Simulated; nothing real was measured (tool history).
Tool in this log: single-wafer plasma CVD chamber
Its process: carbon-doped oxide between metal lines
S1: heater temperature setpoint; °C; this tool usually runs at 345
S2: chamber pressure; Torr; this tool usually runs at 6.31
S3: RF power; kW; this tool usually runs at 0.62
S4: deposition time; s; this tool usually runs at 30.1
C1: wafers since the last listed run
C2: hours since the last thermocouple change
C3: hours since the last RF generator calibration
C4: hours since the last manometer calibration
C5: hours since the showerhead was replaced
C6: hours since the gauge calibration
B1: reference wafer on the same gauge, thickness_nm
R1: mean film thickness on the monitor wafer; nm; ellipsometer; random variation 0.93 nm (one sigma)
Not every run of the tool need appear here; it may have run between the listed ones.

run	hour	S1	S2	S3	S4	C1	C2	C3	C4	C5	C6	B1	R1
1	0	345	6.31	0.62	32.8	0	2582.8	30	228.3	5659.3	2093.8	162.822	193.106
2	57.9	345	6.31	0.62	30.1	1321	2640.7	87.9	286.2	5717.2	2151.7	162.897	180.593
3	199.5	334	5.15	0.62	30.1	3230	2782.3	229.5	427.8	5858.8	2293.3	162.957	180.12
4	225.5	345	6.31	0.62	30.1	593	2808.3	255.5	453.8	5884.8	2319.3	163.226	178.905
5	292.3	345	6.31	0.62	25.1	1524	2875.1	322.3	520.6	5951.6	2386.1	162.989	149.478
6	343.8	345	6.31	0.62	30.1	1175	2926.6	373.8	572.1	6003.1	2437.6	162.975	179.564
7	406.8	345	6.31	0.58	30.1	1437	2989.6	436.8	635.1	6066.1	2500.6	163.139	175.835
# hour 442.8: gauge calibrated
# hour 446.9: thermocouple changed; heater temperature recalibrated
8	553.9	345	6.31	0.62	30.1	3173	107	583.9	782.2	6213.2	111.1	162.92	177.307
# hour 588: showerhead replaced
9	625.2	345	6.31	0.62	30.1	1444	178.3	655.2	853.5	37.2	182.4	163.146	177.518
10	689.7	345	5.71	0.68	31.6	1471	242.8	719.7	918	101.7	246.9	163.177	189.678
11	753.3	345	5.12	0.62	30.1	1451	306.4	783.3	981.6	165.3	310.5	162.804	171.276
12	807.6	345	6.94	0.62	30.1	1238	360.7	837.6	1035.9	219.6	364.8	162.818	179.33
13	854.1	345	6.31	0.62	30.1	1060	407.2	884.1	1082.4	266.1	411.3	163.081	176.366
# hour 904.6: thermocouple changed; heater temperature recalibrated, repeated, since the last time left the tool worse
14	908.9	345	6.31	0.62	30.1	1067	4.3	938.9	1137.2	320.9	466.1	163.186	179.944
15	968.6	352	7.09	0.62	30.1	1362	64	998.6	1196.9	380.6	525.8	162.969	180.041
16	999.4	345	6.31	0.57	27	702	94.8	1029.4	1227.7	411.4	556.6	163	157.281
17	1036	345	6.31	0.68	30.1	835	131.4	1066	1264.3	448	593.2	163.036	186.916
18	1083.7	332	6.31	0.62	32.3	1088	179.1	1113.7	1312	495.7	640.9	162.855	202.521
19	1151.6	345	7.03	0.62	30.1	1549	247	1181.6	1379.9	563.6	708.8	162.785	180.522
20	1176.4	353	5.05	0.545	25.3	565	271.8	1206.4	1404.7	588.4	733.6	162.7	136.671
21	1204.4	356	7.53	0.59	27.6	638	299.8	1234.4	1432.7	616.4	761.6	162.968	161.399
# hour 1243.8: capacitance manometer re-zeroed and calibrated
22	1270.1	345	6.31	0.62	30.1	1316	365.5	1300.1	26.3	682.1	827.3	162.676	181.026
23	1300.9	350	7.72	0.62	32.8	702	396.3	1330.9	57.1	712.9	858.1	163.063	196.521
24	1371.2	345	6.31	0.505	30.1	1604	466.6	1401.2	127.4	783.2	928.4	163.123	168.493
25	1436.1	345	6.31	0.62	27.7	1480	531.5	1466.1	192.3	848.1	993.3	162.992	165.979
26	1468.9	345	6.82	0.62	30.1	748	564.3	1498.9	225.1	880.9	1026.1	162.897	181.822
27	1522.9	353	5.72	0.68	30.1	1232	618.3	1552.9	279.1	934.9	1080.1	162.857	179.767

Alternative continuations, all from the tool just after run 27; predict every row:
A	1523.3	345	7.43	0.62	30.1	9	618.7	1553.3	279.5	935.3	1080.5	?	?
B	1523.3	360	7.83	0.66	30.1	9	618.7	1553.3	279.5	935.3	1080.5	?	?
C	1523.3	345	7.23	0.51	30.1	9	618.7	1553.3	279.5	935.3	1080.5	?	?
D	1523.3	333	5.3	0.62	28.4	9	618.7	1553.3	279.5	935.3	1080.5	?	?
E	1523.3	339	7.82	0.62	30.1	9	618.7	1553.3	279.5	935.3	1080.5	?	?

run	B1	R1
A	162.873	184.39
B	162.873	181.536
C	162.873	173.033
D	162.873	173.832
E	162.873	188.372
The same runs, with their run-to-run variation unchanged, on a tool lacking any hidden condition would have given:
run	R1
A	185.368
B	182.341
C	173.952
D	174.861
E	189.43

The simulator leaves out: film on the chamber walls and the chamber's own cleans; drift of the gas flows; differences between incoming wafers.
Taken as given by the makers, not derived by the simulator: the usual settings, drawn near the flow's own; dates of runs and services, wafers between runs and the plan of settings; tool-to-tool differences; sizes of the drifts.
